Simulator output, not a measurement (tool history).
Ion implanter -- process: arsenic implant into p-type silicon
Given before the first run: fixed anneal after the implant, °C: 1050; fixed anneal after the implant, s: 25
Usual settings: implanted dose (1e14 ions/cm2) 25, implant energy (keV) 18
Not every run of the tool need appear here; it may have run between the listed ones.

run,hour,implanted dose (1e14 ions/cm2),implant energy (keV),wafers since the last listed run,hours since the last dose calibration,hours since the extraction supply was calibrated,hours since the gauge calibration,"read-back reference wafer on the same gauge, sheet resistance",sheet resistance of the implanted and annealed layer (ohm/square)
1,0,20.84,18,0,323.8,6905.6,240.6,87.61,93.11
2,11.8,20.84,18,128,335.6,6917.4,252.4,87.45,93.03
3,19.2,20.84,18,80,343,6924.8,259.8,87.4,93.05
4,25.2,25,18,65,349,6930.8,265.8,87.51,86.84
5,41.1,25,18,173,364.9,6946.7,281.7,87.53,87.14
6,57.1,25,18,174,380.9,6962.7,297.7,87.49,86.97
7,71.9,25,19.5,161,395.7,6977.5,312.5,87.5,85.74
8,111.3,25,20,430,435.1,7016.9,351.9,87.51,85.58
9,119.5,25,20,89,443.3,7025.1,360.1,87.45,85.12
10,128.3,20.95,18,96,452.1,7033.9,368.9,87.49,92.47
11,139.6,20.95,18,123,463.4,7045.2,380.2,87.56,92.51
12,157.6,20.95,18,196,481.4,7063.2,398.2,87.54,92.62
13,167,21.91,18,102,490.8,7072.6,407.6,87.44,90.83
# hour 212.4: Faraday cup replaced and dose calibrated
14,219.5,27.1,14.5,485,7.1,7125.1,460.1,87.5,87.93
15,236.9,28.61,16,190,24.5,7142.5,477.5,87.52,85.8
# hour 241.1: gauge calibrated
# hour 255.7: extraction supply calibrated
16,256.2,29.15,22.5,123,43.8,0.5,15.1,87.47,80.34
17,260.5,20.84,18,46,48.1,4.8,19.4,87.52,93.72
18,270.3,25,12,107,57.9,14.6,29.2,87.49,91.68
19,285.4,25,18,164,73,29.7,44.3,87.46,87.55
20,300.8,27.5,22,168,88.4,45.1,59.7,87.55,82.02
21,312.9,25,20.5,132,100.5,57.2,71.8,87.51,85.51
22,325.4,19.73,24.5,136,113,69.7,84.3,87.46,90.97
23,339.8,22.4,24,157,127.4,84.1,98.7,87.57,86.69
24,353.7,17.93,18,151,141.3,98,112.6,87.54,99.41
25,360.2,21.61,23,70,147.8,104.5,119.1,87.45,88.94

Consider 5 possible next runs. They are alternatives, not a sequence: every one starts from the tool as it was left by run 25. What does each give?
A,360.6,28.97,18,4,148.2,104.9,119.5,?,?
B,360.6,30.07,11.5,4,148.2,104.9,119.5,?,?
C,360.6,26.98,20.5,4,148.2,104.9,119.5,?,?
D,360.6,29.1,12,4,148.2,104.9,119.5,?,?
E,360.6,30.03,18,4,148.2,104.9,119.5,?,?

run,"read-back reference wafer on the same gauge, sheet resistance",sheet resistance of the implanted and annealed layer (ohm/square)
A,87.46,83.61
B,87.46,87.17
C,87.46,83.53
D,87.46,87.63
E,87.46,82.77
Without the tool's unlogged condition, the same runs would have read:
run,sheet resistance of the implanted and annealed layer (ohm/square)
A,83.92
B,87.46
C,83.87
D,87.94
E,83.07

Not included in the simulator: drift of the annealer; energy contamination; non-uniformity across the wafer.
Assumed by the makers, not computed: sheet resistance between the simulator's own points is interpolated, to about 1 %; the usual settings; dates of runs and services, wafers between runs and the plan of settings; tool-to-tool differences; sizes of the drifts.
